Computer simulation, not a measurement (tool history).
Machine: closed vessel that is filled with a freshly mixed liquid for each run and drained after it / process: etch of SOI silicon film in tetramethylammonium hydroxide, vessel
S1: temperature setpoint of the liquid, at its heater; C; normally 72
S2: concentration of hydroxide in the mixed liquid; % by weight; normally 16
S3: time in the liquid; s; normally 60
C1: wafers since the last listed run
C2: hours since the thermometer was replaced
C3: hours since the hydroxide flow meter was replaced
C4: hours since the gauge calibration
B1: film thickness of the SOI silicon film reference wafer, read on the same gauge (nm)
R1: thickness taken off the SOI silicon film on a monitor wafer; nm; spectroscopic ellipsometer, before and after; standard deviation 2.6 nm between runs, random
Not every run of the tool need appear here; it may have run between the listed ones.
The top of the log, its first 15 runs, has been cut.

{"run": 16, "hour": 223.5, "S1": 72, "S2": 18.5, "S3": 70, "C1": 979, "C2": 14.7, "C3": 44.8, "C4": 276.3, "B1": 79.96, "R1": 378.66}
{"run": 17, "hour": 257.6, "S1": 77, "S2": 13.5, "S3": 60, "C1": 2568, "C2": 48.8, "C3": 78.9, "C4": 310.4, "B1": 80.03, "R1": 485.69}
{"run": 18, "hour": 267.7, "S1": 72, "S2": 16, "S3": 60, "C1": 760, "C2": 58.9, "C3": 89, "C4": 320.5, "B1": 80.01, "R1": 335.95}
{"run": 19, "hour": 284.8, "S1": 72, "S2": 16, "S3": 60, "C1": 1288, "C2": 76, "C3": 106.1, "C4": 337.6, "B1": 79.98, "R1": 339.38}
{"run": 20, "hour": 292.4, "S1": 72, "S2": 16, "S3": 60, "C1": 572, "C2": 83.6, "C3": 113.7, "C4": 345.2, "B1": 79.96, "R1": 339.21}
{"run": 21, "hour": 308.9, "S1": 72, "S2": 16, "S3": 35, "C1": 1243, "C2": 100.1, "C3": 130.2, "C4": 361.7, "B1": 79.98, "R1": 199.45}
{"run": 22, "hour": 317.9, "S1": 72, "S2": 19, "S3": 60, "C1": 678, "C2": 109.1, "C3": 139.2, "C4": 370.7, "B1": 79.98, "R1": 311.75}
{"run": 23, "hour": 330.0, "S1": 65, "S2": 16, "S3": 60, "C1": 911, "C2": 121.2, "C3": 151.3, "C4": 382.8, "B1": 79.98, "R1": 222.12}
{"hour": 347.6, "done": "gauge calibrated"}
{"hour": 380.3, "done": "thermometer replaced, repeated, since the last time left the tool worse"}
{"run": 24, "hour": 380.8, "S1": 75, "S2": 12, "S3": 60, "C1": 3751, "C2": 0.5, "C3": 202.1, "C4": 33.2, "B1": 80.01, "R1": 533.23}
{"run": 25, "hour": 396.3, "S1": 78.5, "S2": 14, "S3": 60, "C1": 1167, "C2": 16, "C3": 217.6, "C4": 48.7, "B1": 80, "R1": 607.15}
{"run": 26, "hour": 403.3, "S1": 74.5, "S2": 12.5, "S3": 70, "C1": 527, "C2": 23, "C3": 224.6, "C4": 55.7, "B1": 79.98, "R1": 597.61}
{"run": 27, "hour": 416.9, "S1": 72, "S2": 16, "S3": 60, "C1": 1024, "C2": 36.6, "C3": 238.2, "C4": 69.3, "B1": 79.99, "R1": 396.4}
{"run": 28, "hour": 430.9, "S1": 72, "S2": 20.5, "S3": 85, "C1": 1054, "C2": 50.6, "C3": 252.2, "C4": 83.3, "B1": 79.98, "R1": 502.57}
{"run": 29, "hour": 441.9, "S1": 72, "S2": 16, "S3": 60, "C1": 828, "C2": 61.6, "C3": 263.2, "C4": 94.3, "B1": 79.95, "R1": 397.4}
{"run": 30, "hour": 448.5, "S1": 72, "S2": 16, "S3": 35, "C1": 497, "C2": 68.2, "C3": 269.8, "C4": 100.9, "B1": 79.99, "R1": 229.11}
{"run": 31, "hour": 459.8, "S1": 72, "S2": 16, "S3": 75, "C1": 851, "C2": 79.5, "C3": 281.1, "C4": 112.2, "B1": 79.94, "R1": 490.22}
{"run": 32, "hour": 470.4, "S1": 72, "S2": 16, "S3": 60, "C1": 798, "C2": 90.1, "C3": 291.7, "C4": 122.8, "B1": 79.99, "R1": 395.52}
{"run": 33, "hour": 523.1, "S1": 67.5, "S2": 20, "S3": 60, "C1": 3970, "C2": 142.8, "C3": 344.4, "C4": 175.5, "B1": 80.06, "R1": 271.81}

5 options for the next run, each taken on its own from the tool as it stands now. Forecast them:
{"run": "A", "hour": 523.8, "S1": 72, "S2": 16, "S3": 60, "C1": 52, "C2": 143.5, "C3": 345.1, "C4": 176.2, "B1": "?", "R1": "?"}
{"run": "B", "hour": 523.8, "S1": 72, "S2": 14.5, "S3": 35, "C1": 52, "C2": 143.5, "C3": 345.1, "C4": 176.2, "B1": "?", "R1": "?"}
{"run": "C", "hour": 523.8, "S1": 69, "S2": 21, "S3": 80, "C1": 52, "C2": 143.5, "C3": 345.1, "C4": 176.2, "B1": "?", "R1": "?"}
{"run": "D", "hour": 523.8, "S1": 72, "S2": 18.5, "S3": 45, "C1": 52, "C2": 143.5, "C3": 345.1, "C4": 176.2, "B1": "?", "R1": "?"}
{"run": "E", "hour": 523.8, "S1": 66, "S2": 16, "S3": 60, "C1": 52, "C2": 143.5, "C3": 345.1, "C4": 176.2, "B1": "?", "R1": "?"}

run=A B1=80.01 R1=386.83
run=B B1=80.01 R1=234.85
run=C B1=80.01 R1=385.97
run=D B1=80.01 R1=274.52
run=E B1=80.01 R1=271.16
With the hidden condition removed and each run's random variation left untouched, the same runs would have given:
run=A R1=397.31
run=B R1=241.21
run=C R1=396.61
run=D R1=281.95
run=E R1=278.77
